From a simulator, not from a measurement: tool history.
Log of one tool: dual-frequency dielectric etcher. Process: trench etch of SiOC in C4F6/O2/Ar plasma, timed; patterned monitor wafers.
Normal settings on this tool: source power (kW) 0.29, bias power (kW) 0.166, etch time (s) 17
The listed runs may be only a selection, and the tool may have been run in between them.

run    hour  source power (kW)  bias power (kW)  etch time (s)  wafers since the last listed run  hours since the last wet clean  hours since the last source power generator calibration  hours since the last bias power generator calibration  hours since the last upper electrode change  hours since the gauge calibration  read-back reference wafer on the same gauge, depth_nm  mean etch depth across the wafer (nm)
  1       0               0.29            0.166             17                                 0                           238.6                                                   1708.2                                                 1008.1                                       2253.4                              217.4                                                   27.1                                  29.33
  2      33               0.29            0.166             17                               627                           271.6                                                   1741.2                                                 1041.1                                       2286.4                              250.4                                                  27.12                                   29.4
  3      73               0.29            0.166             17                               760                           311.6                                                   1781.2                                                 1081.1                                       2326.4                              290.4                                                   27.1                                  29.23
  4   123.3               0.29            0.166             17                               955                           361.9                                                   1831.5                                                 1131.4                                       2376.7                              340.7                                                   27.1                                  29.39
  5   171.3               0.29            0.166             17                               912                           409.9                                                   1879.5                                                 1179.4                                       2424.7                              388.7                                                  27.11                                  29.28
  6   232.8               0.29            0.166             17                              1168                           471.4                                                     1941                                                 1240.9                                       2486.2                              450.2                                                  27.11                                  29.25
  7   262.9               0.29            0.166             17                               571                           501.5                                                   1971.1                                                   1271                                       2516.3                              480.3                                                   27.1                                  29.35
  8   310.3               0.29            0.166             17                               900                           548.9                                                   2018.5                                                 1318.4                                       2563.7                              527.7                                                   27.1                                  29.26
  9     336               0.29            0.166             17                               488                           574.6                                                   2044.2                                                 1344.1                                       2589.4                              553.4                                                  27.12                                  29.18
 10   396.8               0.26            0.166             20                              1155                           635.4                                                     2105                                                 1404.9                                       2650.2                              614.2                                                  27.04                                  33.21
        449  -- wet clean of the chamber
 11   449.5               0.26            0.166             20                               545                             0.5                                                   2157.7                                                 1457.6                                       2702.9                              666.9                                                  27.11                                  33.09
 12   498.5               0.26            0.166             20                               931                            49.5                                                   2206.7                                                 1506.6                                       2751.9                              715.9                                                   27.1                                  32.99
 13   535.6               0.23            0.207           13.5                               705                            86.6                                                   2243.8                                                 1543.7                                         2789                                753                                                  27.08                                  22.84
      573.4  -- bias power generator calibrated
 14   604.8               0.24            0.206             17                              1238                           155.8                                                     2313                                                   31.4                                       2858.2                              822.2                                                   27.1                                  29.67
      683.9  -- upper electrode replaced
      719.2  -- gauge calibrated
 15     751               0.29            0.189             17                              2322                             302                                                   2459.2                                                  177.6                                         67.1                               31.8                                                  27.12                                  30.68
 16   808.9               0.25            0.166             17                              1100                           359.9                                                   2517.1                                                  235.5                                          125                               89.7                                                  27.09                                  28.06
 17     870               0.29            0.166             17                              1161                             421                                                   2578.2                                                  296.6                                        186.1                              150.8                                                  27.09                                  29.67
      908.8  -- source power generator calibrated
 18     924               0.33            0.166             17                               950                             475                                                     15.2                                                  350.6                                        240.1                              204.8                                                  27.11                                  30.91
 19   964.2               0.29            0.166             12                               763                           515.2                                                     55.4                                                  390.8                                        280.3                                245                                                  27.13                                  20.85
      989.4  -- wet clean of the chamber
 20   990.5               0.29            0.166             17                                43                             1.1                                                     81.7                                                  417.1                                        306.6                              271.3                                                   27.1                                  29.63
 21  1043.6               0.25            0.196             15                              1009                            54.2                                                    134.8                                                  470.2                                        359.7                              324.4                                                  27.16                                  26.26
 22  1080.3               0.29            0.166             17                               697                            90.9                                                    171.5                                                  506.9                                        396.4                              361.1                                                  27.13                                  29.54
 23  1132.9               0.29            0.166             17                               999                           143.5                                                    224.1                                                  559.5                                          449                              413.7                                                   27.1                                  29.69
 24    1181               0.29            0.189           15.5                               914                           191.6                                                    272.2                                                  607.6                                        497.1                              461.8                                                  27.09                                  28.07
 25  1226.4               0.29            0.179             17                               862                             237                                                    317.6                                                    653                                        542.5                              507.2                                                  27.08                                  30.02

Each row is a separate what-if for the run after 25, all from the same tool condition, not one after another. Results?
  A  1226.8               0.29            0.149             17                                 7                           237.4                                                      318                                                  653.4                                        542.9                              507.6                                                      ?                                      ?
  B  1226.8               0.31            0.187             20                                 7                           237.4                                                      318                                                  653.4                                        542.9                              507.6                                                      ?                                      ?
  C  1226.8               0.27            0.166           18.5                                 7                           237.4                                                      318                                                  653.4                                        542.9                              507.6                                                      ?                                      ?

run  read-back reference wafer on the same gauge, depth_nm  mean etch depth across the wafer (nm)
  A                                                  27.11                                  28.69
  B                                                  27.11                                  36.93
  C                                                  27.11                                  31.48
With the hidden condition removed and each run's random variation left untouched, the same runs would have given:
run  mean etch depth across the wafer (nm)
  A                                   28.7
  B                                  36.95
  C                                  31.49

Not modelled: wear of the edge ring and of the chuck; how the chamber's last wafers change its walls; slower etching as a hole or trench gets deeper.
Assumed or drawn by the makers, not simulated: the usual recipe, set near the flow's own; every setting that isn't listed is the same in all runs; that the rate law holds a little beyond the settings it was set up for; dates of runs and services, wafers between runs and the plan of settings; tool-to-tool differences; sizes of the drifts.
